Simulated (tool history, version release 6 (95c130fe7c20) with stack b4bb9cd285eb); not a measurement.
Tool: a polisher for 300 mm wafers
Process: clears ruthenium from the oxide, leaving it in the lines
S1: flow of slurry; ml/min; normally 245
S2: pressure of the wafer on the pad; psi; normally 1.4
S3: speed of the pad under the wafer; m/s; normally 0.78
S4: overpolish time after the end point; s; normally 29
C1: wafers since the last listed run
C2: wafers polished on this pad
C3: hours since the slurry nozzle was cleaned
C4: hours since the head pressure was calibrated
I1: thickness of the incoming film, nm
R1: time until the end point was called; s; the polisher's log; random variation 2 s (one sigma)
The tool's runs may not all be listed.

run,day,S1,S2,S3,S4,C1,C2,C3,C4,I1,R1
1,0,245,1.4,0.78,29,0,805,296.8,1183.8,105,202.5
# day 0.608: worn pad replaced by a new one
2,1.267,245,1.4,0.78,29,132,79,327.2,1214.2,102.9,198.1
3,2.538,245,1.4,0.78,29,153,232,357.7,1244.7,104.7,201.8
4,3.638,245,1.4,0.78,29,132,365,384.1,1271.1,106.3,209.4
5,5.088,245,1.4,0.78,29,174,540,418.9,1305.9,106.6,209.7
6,6.412,180,1.4,0.56,29,159,700,450.7,1337.7,103.6,265.8
7,7.633,180,1.4,0.56,29,147,847,480,1367,104.4,263.2
# day 8.104: worn pad replaced by a new one
# day 8.779: slurry nozzle cleaned
# day 11.421: head pressure recalibrated
8,12.004,180,1.4,0.56,29,492,455,77.4,14,104.9,246.9
9,12.6,245,1.4,0.78,29,71,527,91.7,28.3,105.4,198.9
10,13.558,225,1.4,0.78,29,115,643,114.7,51.3,103.2,197.8
11,14.725,225,1.4,0.78,29,140,783,142.7,79.3,103.4,194.9
12,15.433,225,1.4,0.78,29,85,869,159.7,96.3,106.4,204.4
# day 15.975: worn pad replaced by a new one
13,15.996,280,1.4,0.78,29,47,2,173.2,109.8,104.5,193.6
14,17.092,245,1.1,0.6,29,132,134,199.5,136.1,104,283.5
15,18.112,245,0.9,0.78,39,123,257,224,160.6,104.5,297.8
16,18.967,245,1.4,0.92,22,103,360,244.5,181.1,105.1,182.9
17,19.892,245,1.4,0.78,29,111,472,266.7,203.3,103.4,202
18,20.746,245,1.4,0.78,29,103,575,287.2,223.8,106,201.3
19,22.112,215,1.7,0.54,18,164,740,320,256.6,104.3,207.5
# day 22.854: worn pad replaced by a new one
20,22.875,190,1.2,1.02,29,71,2,338.3,274.9,103.7,203
21,23.971,300,1.7,0.66,43,132,134,364.6,301.2,103,180.8

For run 22, what comes out?
22,24.975,245,1.4,0.78,29,121,255,388.7,325.3,103,?

R1: 198.9 s
Were there no unlogged condition in the tool, this run, its random variation unchanged, would have produced R1 190.1 s.
